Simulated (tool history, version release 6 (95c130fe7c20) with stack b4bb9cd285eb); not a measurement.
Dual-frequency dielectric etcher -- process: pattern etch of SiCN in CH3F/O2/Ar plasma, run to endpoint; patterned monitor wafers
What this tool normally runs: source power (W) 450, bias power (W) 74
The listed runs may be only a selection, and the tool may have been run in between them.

run,hour,source power (W),bias power (W),"incoming incoming film thickness, nm",endpoint time (s)
1,0,450,74,12.38,30
2,8.6,450,74,12.41,30.2
3,21.4,450,74,12.41,30.1
4,31.1,450,74,12.29,29.9
5,38.5,450,74,12.36,30.2
# hour 74.6: upper electrode replaced
6,75.1,450,74,12.25,29.9
7,75.4,450,74,12.49,30.6
8,80.6,450,63,12.36,32.2
9,89,450,85,12.49,28.9
10,105.6,480,85,12.35,28
11,123.5,450,74,12.52,30.8
12,133,450,74,12.29,30.3
13,143.6,450,74,12.35,30.3
14,149.6,480,69,12.38,30.7
15,159.8,450,74,12.37,30.3
16,168.1,540,56,12.43,32.1
17,181,450,74,12.45,30.6
18,198.5,560,58,12.29,31
19,222.6,450,56,12.41,34.2
20,235.5,520,74,12.44,29.2
21,241.7,480,84,12.38,28.4
# hour 272: wet clean of the chamber
22,272.5,480,74,12.47,29.5
23,272.8,540,69,12.29,28.6
24,274.6,390,83,12.39,29.6
25,284,500,62,12.4,30.8
26,294.5,480,90,12.47,27.1
# hour 298.5: source power generator calibrated
27,304.5,410,74,12.38,30.8
28,320.6,400,90,12.38,28.6
# hour 325.7: bias power generator calibrated
29,334.4,380,74,12.48,31.9
30,340.9,380,62,12.47,34.4
31,354.8,450,74,12.57,30.5
32,364.6,370,74,12.38,32
33,373.6,450,85,12.45,28.3
34,389.7,490,85,12.37,27.5
35,437.1,540,74,12.43,28.4
36,449.1,480,58,12.46,32.5

3 options for the next run, each taken on its own from the tool as it stands now. Forecast them:
A,449.5,450,74,12.39,?
B,449.5,400,84,12.39,?
C,449.5,360,59,12.39,?

run,endpoint time (s)
A,30
B,29.6
C,35.4
The same runs, with their run-to-run variation unchanged, on a tool lacking any hidden condition would have given:
run,endpoint time (s)
A,29.6
B,29.2
C,34.9

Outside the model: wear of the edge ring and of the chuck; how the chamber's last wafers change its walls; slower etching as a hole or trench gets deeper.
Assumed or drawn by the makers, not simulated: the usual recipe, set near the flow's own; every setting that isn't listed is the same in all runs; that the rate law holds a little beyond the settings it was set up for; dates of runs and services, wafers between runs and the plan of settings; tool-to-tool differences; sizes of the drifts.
